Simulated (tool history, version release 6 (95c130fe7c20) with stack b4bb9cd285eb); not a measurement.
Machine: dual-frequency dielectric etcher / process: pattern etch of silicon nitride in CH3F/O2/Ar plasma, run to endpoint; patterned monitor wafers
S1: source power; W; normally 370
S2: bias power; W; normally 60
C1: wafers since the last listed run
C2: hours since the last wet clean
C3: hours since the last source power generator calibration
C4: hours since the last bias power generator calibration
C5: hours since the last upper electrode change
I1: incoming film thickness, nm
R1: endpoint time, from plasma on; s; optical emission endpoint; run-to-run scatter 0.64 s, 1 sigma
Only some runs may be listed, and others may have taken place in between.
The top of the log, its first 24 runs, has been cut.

run	hour	S1	S2	C1	C2	C3	C4	C5	I1	R1
25	1251.5	370	60	347	441.8	710.9	1134.6	206.3	49.32	79.2
26	1306.5	370	60	436	496.8	765.9	1189.6	261.3	49.3	79.5
27	1338.7	420	47	255	529	798.1	1221.8	293.5	49.25	82.6
# hour 1403.3: wet clean of the chamber
28	1403.8	370	60	326	0.5	863.2	1286.9	358.6	49.26	75.7
29	1421.4	290	52	139	18.1	880.8	1304.5	376.2	49.55	86.5
30	1469.4	370	60	381	66.1	928.8	1352.5	424.2	49.33	75.8
31	1527.9	280	48	464	124.6	987.3	1411	482.7	49.21	93.1
32	1563.2	370	60	280	159.9	1022.6	1446.3	518	49.67	77.8
33	1617	440	53	427	213.7	1076.4	1500.1	571.8	49.29	75.1
34	1645.8	320	60	228	242.5	1105.2	1528.9	600.6	49.3	81.1
35	1678.5	370	68	259	275.2	1137.9	1561.6	633.3	49.2	74
36	1711.3	290	46	260	308	1170.7	1594.4	666.1	49.52	92.7

Each row is a separate what-if for the run after 36, all from the same tool condition, not one after another. Results?
A	1711.7	370	47	3	308.4	1171.1	1594.8	666.5	49.58	?
B	1711.7	300	71	3	308.4	1171.1	1594.8	666.5	49.58	?
C	1711.7	450	72	3	308.4	1171.1	1594.8	666.5	49.58	?

run	R1
A	85.6
B	79.6
C	68.4
Without the tool's hidden state the same runs would have given:
run	R1
A	82.7
B	77
C	66.1
